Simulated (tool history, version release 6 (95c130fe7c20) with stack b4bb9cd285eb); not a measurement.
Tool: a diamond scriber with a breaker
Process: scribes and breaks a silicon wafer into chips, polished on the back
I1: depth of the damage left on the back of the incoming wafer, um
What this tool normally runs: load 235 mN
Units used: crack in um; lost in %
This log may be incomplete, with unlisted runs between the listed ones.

{"run": 1, "hour": 0.0, "load": 203, "I1": 0.03, "crack": 8.85, "lost": 3.89}
{"run": 2, "hour": 25.2, "load": 203, "I1": 0.02, "crack": 9.02, "lost": 4.13}
{"run": 3, "hour": 44.4, "load": 235, "I1": 0.03, "crack": 9.21, "lost": 2.17}
{"run": 4, "hour": 75.2, "load": 235, "I1": 0.02, "crack": 9.24, "lost": 1.99}
{"run": 5, "hour": 99.9, "load": 235, "I1": 0.03, "crack": 9.32, "lost": 2.3}
{"run": 6, "hour": 123.8, "load": 235, "I1": 0.02, "crack": 9.01, "lost": 2.59}
{"run": 7, "hour": 230.4, "load": 235, "I1": 0.03, "crack": 9.03, "lost": 3.51}
{"run": 8, "hour": 261.4, "load": 235, "I1": 0.04, "crack": 9.03, "lost": 3.94}
{"run": 9, "hour": 279.1, "load": 235, "I1": 0.04, "crack": 8.76, "lost": 3.77}
{"run": 10, "hour": 296.9, "load": 235, "I1": 0.02, "crack": 8.84, "lost": 4.21}
{"run": 11, "hour": 327.4, "load": 235, "I1": 0.05, "crack": 8.77, "lost": 5.16}
{"run": 12, "hour": 342.2, "load": 235, "I1": 0.04, "crack": 8.53, "lost": 5.17}
{"hour": 347.1, "done": "diamond tip replaced by a new one, of another model than before"}
{"run": 13, "hour": 397.6, "load": 235, "I1": 0.01, "crack": 9.81, "lost": 1.18}
{"run": 14, "hour": 416.6, "load": 235, "I1": 0.03, "crack": 9.6, "lost": 1.25}
{"run": 15, "hour": 431.9, "load": 235, "I1": 0.04, "crack": 9.76, "lost": 1.24}
{"run": 16, "hour": 456.1, "load": 235, "I1": 0.04, "crack": 9.87, "lost": 1.26}
{"run": 17, "hour": 481.3, "load": 182, "I1": 0.05, "crack": 8.47, "lost": 7.23}
{"run": 18, "hour": 510.9, "load": 235, "I1": 0.05, "crack": 9.71, "lost": 1.35}
{"run": 19, "hour": 544.8, "load": 235, "I1": 0.03, "crack": 9.84, "lost": 1.2}
{"run": 20, "hour": 580.0, "load": 296, "I1": 0.04, "crack": 10.97, "lost": 4.12}
{"run": 21, "hour": 600.5, "load": 235, "I1": 0.01, "crack": 9.65, "lost": 1.37}
{"run": 22, "hour": 619.3, "load": 271, "I1": 0.04, "crack": 10.47, "lost": 2.46}
{"run": 23, "hour": 642.2, "load": 235, "I1": 0.01, "crack": 9.82, "lost": 1.38}
{"run": 24, "hour": 670.7, "load": 235, "I1": 0.02, "crack": 9.67, "lost": 1.32}
{"run": 25, "hour": 696.6, "load": 175, "I1": 0.01, "crack": 8.16, "lost": 9.52}
{"run": 26, "hour": 715.1, "load": 195, "I1": 0.02, "crack": 8.67, "lost": 5.72}
{"hour": 809.3, "done": "load on the tip recalibrated"}
{"run": 27, "hour": 816.1, "load": 199, "I1": 0.03, "crack": 8.5, "lost": 5.79}
{"run": 28, "hour": 924.0, "load": 301, "I1": 0.04, "crack": 10.68, "lost": 2.76}
{"run": 29, "hour": 939.0, "load": 184, "I1": 0.01, "crack": 8.09, "lost": 10.48}
{"run": 30, "hour": 963.8, "load": 269, "I1": 0.04, "crack": 10, "lost": 1.31}
{"run": 31, "hour": 980.2, "load": 235, "I1": 0.02, "crack": 9.4, "lost": 2.42}
{"run": 32, "hour": 1015.3, "load": 235, "I1": 0.01, "crack": 9.28, "lost": 2.89}
{"run": 33, "hour": 1033.0, "load": 175, "I1": 0.03, "crack": 7.58, "lost": 15.21}
{"run": 34, "hour": 1051.6, "load": 235, "I1": 0.04, "crack": 9.02, "lost": 3.02}
{"run": 35, "hour": 1085.0, "load": 235, "I1": 0.02, "crack": 8.88, "lost": 3.68}
{"run": 36, "hour": 1109.7, "load": 213, "I1": 0.04, "crack": 8.21, "lost": 7.55}
{"run": 37, "hour": 1132.8, "load": 201, "I1": 0.03, "crack": 7.9, "lost": 10.38}
{"run": 38, "hour": 1148.2, "load": 280, "I1": 0.01, "crack": 9.65, "lost": 1.36}
{"run": 39, "hour": 1181.0, "load": 275, "I1": 0.03, "crack": 9.58, "lost": 1.51}
{"run": 40, "hour": 1200.6, "load": 270, "I1": 0.03, "crack": 9.15, "lost": 1.9}
{"run": 41, "hour": 1235.3, "load": 266, "I1": 0.04, "crack": 9.28, "lost": 2.43}

For each run, the measured value with the value that run would have given without the tool's hidden condition subtracted. The run-to-run variation is shared by both, the gauge scatter possibly not:
Hidden conditions of the tool in this case: share of the diamond tip's cutting effectiveness lost through wear, %; deviation of the load on the tip from its setpoint, %.
run=1 crack=-0.46 lost=+1.88
run=2 crack=-0.51 lost=+2.11
run=3 crack=-0.55 lost=+0.83
run=4 crack=-0.61 lost=+0.84
run=5 crack=-0.66 lost=+1.06
run=6 crack=-0.69 lost=+1.27
run=7 crack=-0.92 lost=+2.22
run=8 crack=-1.02 lost=+2.63
run=9 crack=-1.03 lost=+2.6
run=10 crack=-1.09 lost=+2.98
run=11 crack=-1.16 lost=+3.8
run=12 crack=-1.19 lost=+3.88
run=13 crack=-0.05 lost=+0.01
run=14 crack=-0.06 lost=+0.01
run=15 crack=-0.06 lost=+0.01
run=16 crack=-0.07 lost=+0.01
run=17 crack=-0.07 lost=+0.58
run=18 crack=-0.1 lost=+0.02
run=19 crack=-0.12 lost=+0.03
run=20 crack=-0.16 lost=-0.71
run=21 crack=-0.15 lost=+0.06
run=22 crack=-0.18 lost=-0.64
run=23 crack=-0.2 lost=+0.09
run=24 crack=-0.23 lost=+0.12
run=25 crack=-0.22 lost=+1.94
run=26 crack=-0.25 lost=+1.58
run=27 crack=-0.37 lost=+2.28
run=28 crack=-0.69 lost=-3
run=29 crack=-0.54 lost=+4.75
run=30 crack=-0.73 lost=-1.49
run=31 crack=-0.72 lost=+1.21
run=32 crack=-0.8 lost=+1.6
run=33 crack=-0.69 lost=+7.51
run=34 crack=-0.86 lost=+1.82
run=35 crack=-0.94 lost=+2.38
run=36 crack=-0.94 lost=+5.47
run=37 crack=-0.96 lost=+7.25
run=38 crack=-1.22 lost=-2.54
run=39 crack=-1.33 lost=-1.64
run=40 crack=-1.34 lost=-0.89
run=41 crack=-1.48 lost=+0.03

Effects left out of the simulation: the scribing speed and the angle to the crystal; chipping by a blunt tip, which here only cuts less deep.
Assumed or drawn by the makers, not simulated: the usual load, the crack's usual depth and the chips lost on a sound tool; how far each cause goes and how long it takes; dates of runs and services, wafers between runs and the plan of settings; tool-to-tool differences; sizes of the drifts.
